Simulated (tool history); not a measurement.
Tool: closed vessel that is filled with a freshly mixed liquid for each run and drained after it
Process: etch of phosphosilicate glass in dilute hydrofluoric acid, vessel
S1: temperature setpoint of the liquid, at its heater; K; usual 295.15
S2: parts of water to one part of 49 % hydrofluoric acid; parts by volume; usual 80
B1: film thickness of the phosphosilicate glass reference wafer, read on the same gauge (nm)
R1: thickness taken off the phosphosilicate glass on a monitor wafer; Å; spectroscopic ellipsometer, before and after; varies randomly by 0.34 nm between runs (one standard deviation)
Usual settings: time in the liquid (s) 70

run 1 hour=0 | S1=295.15 S2=80 time_in_the_liquid_(s)=55 | B1=99.98 | R1=410.6
run 2 hour=14.1 | S1=295.15 S2=80 time_in_the_liquid_(s)=55 | B1=100 | R1=405.8
run 3 hour=21.2 | S1=295.15 S2=80 time_in_the_liquid_(s)=70 | B1=100 | R1=520.4
run 4 hour=37 | S1=295.15 S2=80 time_in_the_liquid_(s)=85 | B1=99.98 | R1=632.7
run 5 hour=45.9 | S1=295.15 S2=80 time_in_the_liquid_(s)=85 | B1=100 | R1=635.9
run 6 hour=56.9 | S1=298.15 S2=95 time_in_the_liquid_(s)=70 | B1=100 | R1=488.8
run 7 hour=67.7 | S1=298.15 S2=95 time_in_the_liquid_(s)=70 | B1=99.98 | R1=487.4
run 8 hour=80.5 | S1=295.15 S2=80 time_in_the_liquid_(s)=70 | B1=99.98 | R1=521.7
run 9 hour=91.9 | S1=295.15 S2=80 time_in_the_liquid_(s)=70 | B1=99.98 | R1=521.9
run 10 hour=109.6 | S1=295.15 S2=80 time_in_the_liquid_(s)=70 | B1=99.99 | R1=518.9
-- hour=113.4 gauge calibrated
-- hour=115.2 thermometer replaced
run 11 hour=115.9 | S1=292.65 S2=55 time_in_the_liquid_(s)=70 | B1=99.99 | R1=774.3
run 12 hour=128.9 | S1=292.65 S2=55 time_in_the_liquid_(s)=70 | B1=100.01 | R1=767.7
run 13 hour=135.8 | S1=295.15 S2=80 time_in_the_liquid_(s)=70 | B1=99.99 | R1=566.4
run 14 hour=148.6 | S1=298.15 S2=80 time_in_the_liquid_(s)=50 | B1=99.97 | R1=457.9
run 15 hour=161 | S1=295.15 S2=80 time_in_the_liquid_(s)=70 | B1=100.01 | R1=566.5
run 16 hour=169.4 | S1=298.65 S2=100 time_in_the_liquid_(s)=105 | B1=99.99 | R1=759
run 17 hour=177.6 | S1=295.15 S2=80 time_in_the_liquid_(s)=70 | B1=99.99 | R1=565.7
run 18 hour=194.8 | S1=296.65 S2=95 time_in_the_liquid_(s)=100 | B1=100 | R1=699.3
-- hour=196.8 hydrofluoric acid flow meter replaced
run 19 hour=207.4 | S1=290.65 S2=90 time_in_the_liquid_(s)=70 | B1=99.99 | R1=407.7
run 20 hour=224.2 | S1=295.15 S2=80 time_in_the_liquid_(s)=40 | B1=100.01 | R1=321
run 21 hour=274.2 | S1=295.15 S2=60 time_in_the_liquid_(s)=70 | B1=100 | R1=763.4
run 22 hour=287 | S1=299.65 S2=65 time_in_the_liquid_(s)=85 | B1=99.97 | R1=1022.3
run 23 hour=295.6 | S1=295.15 S2=80 time_in_the_liquid_(s)=70 | B1=100 | R1=552.1
run 24 hour=307.7 | S1=299.15 S2=70 time_in_the_liquid_(s)=85 | B1=100 | R1=922.6
run 25 hour=318.1 | S1=295.15 S2=80 time_in_the_liquid_(s)=70 | B1=100.02 | R1=553.3
run 26 hour=327 | S1=295.15 S2=45 time_in_the_liquid_(s)=70 | B1=100.01 | R1=1039.8

Here are 5 independent what-if runs from the current tool condition. What would each one return?
run A hour=327.7 | S1=295.15 S2=120 time_in_the_liquid_(s)=70 | B1=? | R1=?
run B hour=327.7 | S1=290.15 S2=120 time_in_the_liquid_(s)=60 | B1=? | R1=?
run C hour=327.7 | S1=298.65 S2=80 time_in_the_liquid_(s)=85 | B1=? | R1=?
run D hour=327.7 | S1=292.15 S2=95 time_in_the_liquid_(s)=90 | B1=? | R1=?
run E hour=327.7 | S1=295.15 S2=45 time_in_the_liquid_(s)=85 | B1=? | R1=?

run=A B1=100 R1=355.2
run=B B1=100 R1=248.1
run=C B1=100 R1=780.8
run=D B1=100 R1=524.5
run=E B1=100 R1=1257.2
Had the tool no hidden state, the same runs would have come out as:
run=A R1=363.7
run=B R1=254.3
run=C R1=799.3
run=D R1=537.6
run=E R1=1288.8

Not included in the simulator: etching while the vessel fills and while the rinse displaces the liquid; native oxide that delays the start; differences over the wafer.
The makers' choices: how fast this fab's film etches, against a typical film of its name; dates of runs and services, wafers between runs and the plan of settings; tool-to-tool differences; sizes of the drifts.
